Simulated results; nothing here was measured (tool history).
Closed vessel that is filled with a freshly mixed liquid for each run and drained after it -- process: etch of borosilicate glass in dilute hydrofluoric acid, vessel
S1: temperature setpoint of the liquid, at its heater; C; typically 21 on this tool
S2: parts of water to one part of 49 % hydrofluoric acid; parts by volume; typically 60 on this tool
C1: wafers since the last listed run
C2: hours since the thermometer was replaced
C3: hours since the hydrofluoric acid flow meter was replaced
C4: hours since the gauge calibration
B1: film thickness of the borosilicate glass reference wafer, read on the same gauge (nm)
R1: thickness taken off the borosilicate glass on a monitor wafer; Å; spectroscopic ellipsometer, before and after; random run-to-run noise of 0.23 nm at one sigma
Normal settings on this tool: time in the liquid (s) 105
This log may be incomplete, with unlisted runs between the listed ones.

Run 1, hour 0: usual settings but time in the liquid (s) 65; C1 0; C2 520; C3 444.1; C4 1584.2; B1 59.99. Result: R1 174.2 Å.
Run 2, hour 81: usual settings but time in the liquid (s) 65; C1 11691; C2 601; C3 525.1; C4 1665.2; B1 60.01. Result: R1 174.1 Å.
Run 3, hour 148.3: usual settings but time in the liquid (s) 65; C1 9714; C2 668.3; C3 592.4; C4 1732.5; B1 60.01. Result: R1 172.4 Å.
Run 4, hour 400.8: usual settings; C1 36446; C2 920.8; C3 844.9; C4 1985; B1 60.01. Result: R1 291.5 Å.
Run 5, hour 504.6: usual settings; C1 14982; C2 1024.6; C3 948.7; C4 2088.8; B1 60.02. Result: R1 288.3 Å.
Run 6, hour 541.5: usual settings; C1 5326; C2 1061.5; C3 985.6; C4 2125.7; B1 59.98. Result: R1 289.7 Å.
Run 7, hour 620: usual settings but S2 65 parts by volume, time in the liquid (s) 145; C1 11330; C2 1140; C3 1064.1; C4 2204.2; B1 60. Result: R1 364.9 Å.
Run 8, hour 682.7: usual settings but S2 65 parts by volume, time in the liquid (s) 145; C1 9050; C2 1202.7; C3 1126.8; C4 2266.9; B1 60.01. Result: R1 367.6 Å.
Run 9, hour 781.3: usual settings but S2 65 parts by volume, time in the liquid (s) 145; C1 14232; C2 1301.3; C3 1225.4; C4 2365.5; B1 60. Result: R1 370.6 Å.
Run 10, hour 828.1: usual settings; C1 6755; C2 1348.1; C3 1272.2; C4 2412.3; B1 59.98. Result: R1 293.4 Å.
Run 11, hour 869.6: usual settings; C1 5990; C2 1389.6; C3 1313.7; C4 2453.8; B1 60. Result: R1 290.9 Å.
Run 12, hour 973.7: usual settings but time in the liquid (s) 55; C1 15026; C2 1493.7; C3 1417.8; C4 2557.9; B1 60. Result: R1 155.7 Å.
Run 13, hour 1079.5: usual settings but S1 22.5 C, time in the liquid (s) 80; C1 15271; C2 1599.5; C3 1523.6; C4 2663.7; B1 60. Result: R1 237.9 Å.
Run 14, hour 1208.3: usual settings but time in the liquid (s) 55; C1 18591; C2 1728.3; C3 1652.4; C4 2792.5; B1 60.02. Result: R1 155.6 Å.
Run 15, hour 1286.4: usual settings; C1 11273; C2 1806.4; C3 1730.5; C4 2870.6; B1 59.99. Result: R1 300.7 Å.
Run 16, hour 1367.2: usual settings but S2 35 parts by volume; C1 11662; C2 1887.2; C3 1811.3; C4 2951.4; B1 60. Result: R1 535.4 Å.
Run 17, hour 1428.6: usual settings but S2 85 parts by volume, time in the liquid (s) 150; C1 8862; C2 1948.6; C3 1872.7; C4 3012.8; B1 60. Result: R1 291.5 Å.
At hour 1451.8: gauge calibrated.
At hour 1462.9: thermometer replaced.
Run 18, hour 1477.8: usual settings but S1 25 C; C1 6957; C2 14.9; C3 1921.9; C4 26; B1 59.99. Result: R1 321.3 Å.
Run 19, hour 1530.2: usual settings; C1 7563; C2 67.3; C3 1974.3; C4 78.4; B1 60. Result: R1 265.3 Å.
Run 20, hour 1567.6: usual settings; C1 5398; C2 104.7; C3 2011.7; C4 115.8; B1 60.01. Result: R1 270.1 Å.
Run 21, hour 1625.1: usual settings but time in the liquid (s) 45; C1 8299; C2 162.2; C3 2069.2; C4 173.3; B1 60. Result: R1 116.9 Å.
Run 22, hour 1710.6: usual settings but time in the liquid (s) 80; C1 12341; C2 247.7; C3 2154.7; C4 258.8; B1 59.99. Result: R1 208 Å.
Run 23, hour 1806.5: usual settings but S1 24.5 C; C1 13842; C2 343.6; C3 2250.6; C4 354.7; B1 60. Result: R1 318.1 Å.
At hour 1891.2: hydrofluoric acid flow meter replaced.
Run 24, hour 1911.4: usual settings but S1 25 C, S2 50 parts by volume, time in the liquid (s) 50; C1 14997; C2 448.5; C3 20.2; C4 459.6; B1 60.01. Result: R1 187.2 Å.
Run 25, hour 2016.8: usual settings; C1 15213; C2 553.9; C3 125.6; C4 565; B1 60. Result: R1 282.1 Å.

For run 26, what comes out?
Run 26, hour 2083.3: usual settings but S2 85 parts by volume; C1 9598; C2 620.4; C3 192.1; C4 631.5; B1 ?. Result: R1 ?.

{"run 26": {"B1": 59.99, "R1": 190.6}}
The same run, on a tool lacking any hidden state, would have yielded R1 184.2 Å.

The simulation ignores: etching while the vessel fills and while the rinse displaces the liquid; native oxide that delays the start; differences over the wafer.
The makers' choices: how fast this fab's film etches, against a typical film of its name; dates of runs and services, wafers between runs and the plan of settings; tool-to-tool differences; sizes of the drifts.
